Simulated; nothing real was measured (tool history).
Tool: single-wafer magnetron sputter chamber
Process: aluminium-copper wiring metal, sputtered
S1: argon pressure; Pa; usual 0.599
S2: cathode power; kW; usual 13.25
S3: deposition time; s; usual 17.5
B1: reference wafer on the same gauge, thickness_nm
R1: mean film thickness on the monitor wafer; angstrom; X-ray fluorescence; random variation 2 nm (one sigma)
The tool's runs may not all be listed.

run,hour,S1,S2,S3,B1,R1
1,0,0.599,13.25,17.5,373.68,4471.29
2,7,0.599,13.25,17.5,373.333,4489.17
3,16.6,0.599,13.25,17.5,372.913,4479.96
4,29.7,0.599,13.25,17.5,372.849,4454.7
5,39.8,0.599,13.25,17.5,373.03,4484.39
6,46.2,0.599,13.25,17.5,373.497,4504.2
7,59.8,0.599,13.25,15.1,373.986,3874.2
8,70.9,0.599,13.25,15.1,373.795,3888.48
9,83.8,0.599,13.25,15.1,372.398,3865.97
# hour 91.9: sputter target and shields replaced
10,95.8,0.599,13.25,17.5,372.453,4494.34
11,109.7,0.599,13.25,17.5,372.908,4490.02
12,121.5,0.599,13.25,17.5,372.872,4512.77
# hour 127.2: gauge calibrated
# hour 138.3: capacitance manometer re-zeroed and calibrated
13,138.8,0.698,15.1,21,372.636,5234.63
14,143,0.416,10.1,17.5,373.111,3784.49
15,149.6,0.599,13.25,17.5,372.943,4209.18

The next listed run, before its measurement:
16,156.6,0.768,13.25,14,?,?

B1: 372.134
R1: 2930.96 angstrom
Without the tool's hidden state the same run would have given R1 2906.99 angstrom.

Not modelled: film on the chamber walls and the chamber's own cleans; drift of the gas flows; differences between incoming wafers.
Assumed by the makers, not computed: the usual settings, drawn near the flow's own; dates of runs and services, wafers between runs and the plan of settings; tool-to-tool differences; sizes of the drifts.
